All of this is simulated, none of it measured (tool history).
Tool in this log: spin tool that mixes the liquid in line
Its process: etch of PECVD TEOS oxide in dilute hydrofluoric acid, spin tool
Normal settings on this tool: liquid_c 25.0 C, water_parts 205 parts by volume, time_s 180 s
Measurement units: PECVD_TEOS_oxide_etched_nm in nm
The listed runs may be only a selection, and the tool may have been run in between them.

run,hour,liquid_c,water_parts,time_s,"read-back film thickness of the PECVD TEOS oxide reference wafer, read on the same gauge (nm)",PECVD_TEOS_oxide_etched_nm
1,0.0,25.0,205,180,29.97,10.67
2,26.4,21.0,205,180,30.04,9.20
3,59.0,21.0,205,180,29.98,9.20
4,126.2,25.0,205,180,30.02,10.68
5,197.7,25.0,205,180,29.99,10.70
6,223.2,25.0,205,180,30.00,10.72
7,257.3,25.0,205,180,30.01,10.66
8,307.2,25.0,205,180,30.00,10.78
9,350.9,25.0,205,180,30.01,10.69
10,405.4,25.0,205,180,29.98,10.75
11,439.4,25.0,155,180,30.01,15.01
# hour 454.5: gauge calibrated
# hour 520.0: hydrofluoric acid flow meter replaced
12,559.5,25.0,155,180,29.99,15.15
13,702.9,25.0,205,180,29.99,10.81
14,745.3,23.5,250,180,29.98,8.04
15,812.5,25.0,175,180,30.00,13.07

Forecast run 16:
# hour 840.5: thermometer replaced
16,872.8,25.0,275,180,?,?

For run 16 the tool returned read-back film thickness of the PECVD TEOS oxide reference wafer, read on the same gauge (nm) 30.03, PECVD_TEOS_oxide_etched_nm 7.28 nm.
The same run, on a tool lacking any hidden state, would have yielded PECVD_TEOS_oxide_etched_nm 7.25 nm.
